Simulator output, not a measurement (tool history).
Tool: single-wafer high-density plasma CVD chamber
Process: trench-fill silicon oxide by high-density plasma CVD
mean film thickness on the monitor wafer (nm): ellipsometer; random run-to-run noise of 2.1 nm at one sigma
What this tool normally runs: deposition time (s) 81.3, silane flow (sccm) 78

run     day  deposition time (s)  silane flow (sccm)  wafers since the last listed run  hours since the silane flow controller was replaced  hours since the gauge calibration  read-back reference wafer on the same gauge, thickness_nm  mean film thickness on the monitor wafer (nm)
  1   0.000                 81.3                  85                                 0                                               1887.1                              700.8                                                    607.381                                        703.645
  2   2.338                 81.3                  85                              1216                                               1943.2                              756.9                                                    608.573                                        703.352
  3   5.104                 81.3                  85                              1440                                               2009.6                              823.3                                                    608.074                                        703.442
  4   8.379                 86.0                  82                              1705                                               2088.2                              901.9                                                    608.416                                        712.475
  5  10.788                 86.0                  82                              1253                                               2146.0                              959.7                                                    608.237                                        714.776
  6  14.629                 86.0                  82                              2000                                               2238.2                             1051.9                                                    608.909                                        713.819
  7  18.283                 91.1                  78                              1902                                               2325.9                             1139.6                                                    607.961                                        721.621
  8  21.579                 91.1                  78                              1715                                               2405.0                             1218.7                                                    608.305                                        717.677
  9  24.171                 91.1                  78                              1349                                               2467.2                             1280.9                                                    609.139                                        713.492
 10  28.667                 81.3                  90                              2340                                               2575.1                             1388.8                                                    608.118                                        734.036
     29.271  -- gauge calibrated
 11  31.642                 81.3                  90                              1548                                               2646.5                               56.9                                                    607.554                                        732.704
 12  34.012                 81.3                  90                              1234                                               2703.4                              113.8                                                    608.041                                        736.843
 13  37.825                 81.3                  78                              1984                                               2794.9                              205.3                                                    607.869                                        634.384
 14  42.196                 81.3                  78                              2275                                               2899.8                              310.2                                                    607.688                                        632.618
 15  45.267                 70.4                  90                              1598                                               2973.5                              383.9                                                    608.105                                        627.747
 16  47.217                 76.4                  66                              1015                                               3020.3                              430.7                                                    607.995                                        503.184
     48.567  -- silane flow controller replaced
 17  51.329                 92.3                  86                              1967                                                 66.3                              529.4                                                    609.015                                        879.872
 18  54.546                 89.0                  84                              1674                                                143.5                              606.6                                                    608.275                                        828.871
 19  56.938                 94.1                  78                              1245                                                200.9                              664.0                                                    607.977                                        810.776
     60.550  -- silane flow controller replaced, repeated, since the last time left the tool worse
 20  60.621                 81.3                  78                              1744                                                  1.7                              752.4                                                    607.606                                        652.048
 21  63.471                 81.3                  78                              1483                                                 70.1                              820.8                                                    608.409                                        653.623
 22  66.308                 97.1                  78                              1477                                                138.2                              888.9                                                    607.874                                        773.349
 23  70.738                 92.3                  86                              2305                                                244.5                              995.2                                                    607.387                                        812.147
 24  73.096                 69.4                  71                              1227                                                301.1                             1051.8                                                    608.252                                        503.786
 25  75.979                 81.3                  87                              1501                                                370.3                             1121.0                                                    608.426                                        723.967
 26  77.867                 94.3                  67                               982                                                415.6                             1166.3                                                    608.300                                        648.654
 27  81.729                 94.4                  83                              2010                                                508.3                             1259.0                                                    607.872                                        800.364
 28  85.329                 69.5                  85                              1874                                                594.7                             1345.4                                                    607.130                                        603.225
 29  88.771                 67.2                  78                              1791                                                677.3                             1428.0                                                    607.617                                        532.702

Some steps in mean film thickness on the monitor wafer (nm), run to run, broken into two amounts with sign: the step expected even without the hidden condition (settings, incoming material, random variation), and the rest, left for the hidden condition together with whatever gauge scatter is not in both the measured and the hidden-condition-free result:
Unlogged tool condition in this case: delivered silane flow above the setpoint (%); gauge reads high (%).
Run 16 -> 17: deposition time (s) 76.4 -> 92.3, silane flow (sccm) 66 -> 86, silane flow controller replaced. mean film thickness on the monitor wafer (nm) +376.688: hidden state +76.824, all else +299.864.
Run 19 -> 20: deposition time (s) 94.1 -> 81.3, silane flow controller replaced, repeated, since the last time left the tool worse. mean film thickness on the monitor wafer (nm) -158.728: hidden state -54.749, all else -103.979.
Run 23 -> 24: deposition time (s) 92.3 -> 69.4, silane flow (sccm) 86 -> 71. mean film thickness on the monitor wafer (nm) -308.361: hidden state +1.400, all else -309.761.
